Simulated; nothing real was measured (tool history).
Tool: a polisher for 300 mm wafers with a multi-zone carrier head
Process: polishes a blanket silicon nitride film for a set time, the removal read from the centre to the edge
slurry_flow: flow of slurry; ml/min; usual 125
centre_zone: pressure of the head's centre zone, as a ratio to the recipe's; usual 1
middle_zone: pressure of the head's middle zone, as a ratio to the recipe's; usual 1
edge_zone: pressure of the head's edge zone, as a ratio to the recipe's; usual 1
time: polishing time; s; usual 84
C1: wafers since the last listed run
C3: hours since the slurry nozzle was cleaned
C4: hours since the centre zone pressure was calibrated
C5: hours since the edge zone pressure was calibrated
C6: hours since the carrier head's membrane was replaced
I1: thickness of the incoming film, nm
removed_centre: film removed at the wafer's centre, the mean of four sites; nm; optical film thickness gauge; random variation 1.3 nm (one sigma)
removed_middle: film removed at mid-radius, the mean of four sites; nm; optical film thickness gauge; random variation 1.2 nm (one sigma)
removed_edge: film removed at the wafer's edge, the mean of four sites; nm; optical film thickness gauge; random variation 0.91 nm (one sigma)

{"run": 1, "hour": 0.0, "slurry_flow": 115, "centre_zone": 1, "middle_zone": 1, "edge_zone": 1, "time": 84, "C1": 0, "wafers polished on this pad": 654, "C3": 88.1, "C4": 209.6, "C5": 117.4, "C6": 1355.1, "I1": 419.1, "removed_centre": 124.7, "removed_middle": 130.3, "removed_edge": 127.9}
{"run": 2, "hour": 14.4, "slurry_flow": 115, "centre_zone": 1, "middle_zone": 1, "edge_zone": 1, "time": 84, "C1": 85, "wafers polished on this pad": 740, "C3": 102.5, "C4": 224, "C5": 131.8, "C6": 1369.5, "I1": 419.1, "removed_centre": 124, "removed_middle": 131.4, "removed_edge": 125}
{"run": 3, "hour": 37.2, "slurry_flow": 115, "centre_zone": 1, "middle_zone": 1, "edge_zone": 1, "time": 84, "C1": 135, "wafers polished on this pad": 876, "C3": 125.3, "C4": 246.8, "C5": 154.6, "C6": 1392.3, "I1": 419.5, "removed_centre": 126.9, "removed_middle": 131.3, "removed_edge": 127.6}
{"run": 4, "hour": 66.8, "slurry_flow": 125, "centre_zone": 1, "middle_zone": 1, "edge_zone": 1, "time": 84, "C1": 176, "wafers polished on this pad": 1052, "C3": 154.9, "C4": 276.4, "C5": 184.2, "C6": 1421.9, "I1": 415.8, "removed_centre": 129.1, "removed_middle": 134.1, "removed_edge": 128.9}
{"run": 5, "hour": 81.2, "slurry_flow": 125, "centre_zone": 1, "middle_zone": 1, "edge_zone": 1, "time": 84, "C1": 85, "wafers polished on this pad": 1138, "C3": 169.3, "C4": 290.8, "C5": 198.6, "C6": 1436.3, "I1": 426.4, "removed_centre": 127.3, "removed_middle": 133.7, "removed_edge": 130.3}
{"run": 6, "hour": 107.4, "slurry_flow": 125, "centre_zone": 1, "middle_zone": 1, "edge_zone": 1, "time": 84, "C1": 156, "wafers polished on this pad": 1294, "C3": 195.5, "C4": 317, "C5": 224.8, "C6": 1462.5, "I1": 419.2, "removed_centre": 127.3, "removed_middle": 132.6, "removed_edge": 129.5}
{"hour": 121.4, "done": "worn pad replaced by a new one"}
{"run": 7, "hour": 142.3, "slurry_flow": 125, "centre_zone": 1, "middle_zone": 1, "edge_zone": 1, "time": 84, "C1": 184, "wafers polished on this pad": 124, "C3": 230.4, "C4": 351.9, "C5": 259.7, "C6": 1497.4, "I1": 420.3, "removed_centre": 128.7, "removed_middle": 132.9, "removed_edge": 129.8}
{"run": 8, "hour": 164.0, "slurry_flow": 125, "centre_zone": 1, "middle_zone": 1, "edge_zone": 1, "time": 84, "C1": 129, "wafers polished on this pad": 253, "C3": 252.1, "C4": 373.6, "C5": 281.4, "C6": 1519.1, "I1": 413, "removed_centre": 127.3, "removed_middle": 134.7, "removed_edge": 128.9}
{"run": 9, "hour": 199.3, "slurry_flow": 125, "centre_zone": 1, "middle_zone": 1, "edge_zone": 1, "time": 84, "C1": 210, "wafers polished on this pad": 463, "C3": 287.4, "C4": 408.9, "C5": 316.7, "C6": 1554.4, "I1": 418.4, "removed_centre": 128.9, "removed_middle": 132.1, "removed_edge": 128.3}
{"hour": 210.8, "done": "centre zone pressure recalibrated"}
{"run": 10, "hour": 212.7, "slurry_flow": 125, "centre_zone": 1.03, "middle_zone": 1, "edge_zone": 1.1, "time": 84, "C1": 67, "wafers polished on this pad": 531, "C3": 300.8, "C4": 1.9, "C5": 330.1, "C6": 1567.8, "I1": 424, "removed_centre": 131, "removed_middle": 133.6, "removed_edge": 135.2}
{"hour": 242.4, "done": "edge zone pressure recalibrated"}
{"run": 11, "hour": 244.2, "slurry_flow": 125, "centre_zone": 1, "middle_zone": 1, "edge_zone": 1, "time": 84, "C1": 175, "wafers polished on this pad": 707, "C3": 332.3, "C4": 33.4, "C5": 1.8, "C6": 1599.3, "I1": 424.2, "removed_centre": 126.3, "removed_middle": 133.9, "removed_edge": 129.6}
{"run": 12, "hour": 259.9, "slurry_flow": 85, "centre_zone": 1, "middle_zone": 1, "edge_zone": 1.06, "time": 84, "C1": 93, "wafers polished on this pad": 800, "C3": 348, "C4": 49.1, "C5": 17.5, "C6": 1615, "I1": 419.9, "removed_centre": 114.8, "removed_middle": 124.4, "removed_edge": 125.9}
{"run": 13, "hour": 289.2, "slurry_flow": 125, "centre_zone": 0.9, "middle_zone": 1, "edge_zone": 1, "time": 84, "C1": 174, "wafers polished on this pad": 975, "C3": 377.3, "C4": 78.4, "C5": 46.8, "C6": 1644.3, "I1": 410.9, "removed_centre": 117.2, "removed_middle": 133.7, "removed_edge": 128.7}
{"hour": 303.6, "done": "slurry nozzle cleaned"}
{"hour": 311.8, "done": "carrier head's membrane replaced by a new one"}
{"run": 14, "hour": 313.7, "slurry_flow": 125, "centre_zone": 1, "middle_zone": 1.08, "edge_zone": 1.06, "time": 94, "C1": 110, "wafers polished on this pad": 1085, "C3": 10.1, "C4": 102.9, "C5": 71.3, "C6": 1.9, "I1": 421.8, "removed_centre": 142.7, "removed_middle": 160.1, "removed_edge": 148.4}
{"hour": 330.6, "done": "worn pad replaced by a new one"}
{"run": 15, "hour": 331.1, "slurry_flow": 125, "centre_zone": 1, "middle_zone": 1, "edge_zone": 1, "time": 84, "C1": 79, "wafers polished on this pad": 2, "C3": 27.5, "C4": 120.3, "C5": 88.7, "C6": 19.3, "I1": 424.1, "removed_centre": 130.4, "removed_middle": 131.3, "removed_edge": 128.2}
{"run": 16, "hour": 341.5, "slurry_flow": 160, "centre_zone": 1, "middle_zone": 1.08, "edge_zone": 1, "time": 84, "C1": 61, "wafers polished on this pad": 64, "C3": 37.9, "C4": 130.7, "C5": 99.1, "C6": 29.7, "I1": 419.1, "removed_centre": 133.7, "removed_middle": 150.1, "removed_edge": 130.8}
{"run": 17, "hour": 369.0, "slurry_flow": 85, "centre_zone": 1, "middle_zone": 1, "edge_zone": 1, "time": 84, "C1": 163, "wafers polished on this pad": 228, "C3": 65.4, "C4": 158.2, "C5": 126.6, "C6": 57.2, "I1": 419.5, "removed_centre": 116, "removed_middle": 121, "removed_edge": 122.6}
{"run": 18, "hour": 393.1, "slurry_flow": 125, "centre_zone": 0.91, "middle_zone": 1, "edge_zone": 1.07, "time": 84, "C1": 143, "wafers polished on this pad": 372, "C3": 89.5, "C4": 182.3, "C5": 150.7, "C6": 81.3, "I1": 425.4, "removed_centre": 116.6, "removed_middle": 133.9, "removed_edge": 132.7}

How the hidden state differs across the entries between the runs, from the last listed run before each to the first after it:
Between runs 6 and 7: worn pad replaced by a new one (hour 121.4)
  no hidden state differs between the two runs
Between runs 9 and 10: centre zone pressure recalibrated (hour 210.8)
  no hidden state differs between the two runs
Between runs 10 and 11: edge zone pressure recalibrated (hour 242.4)
  no hidden state differs between the two runs
Between runs 13 and 14: slurry nozzle cleaned (hour 303.6); carrier head's membrane replaced by a new one (hour 311.8)
  no hidden state differs between the two runs
Between runs 14 and 15: worn pad replaced by a new one (hour 330.6)
  no hidden state differs between the two runs

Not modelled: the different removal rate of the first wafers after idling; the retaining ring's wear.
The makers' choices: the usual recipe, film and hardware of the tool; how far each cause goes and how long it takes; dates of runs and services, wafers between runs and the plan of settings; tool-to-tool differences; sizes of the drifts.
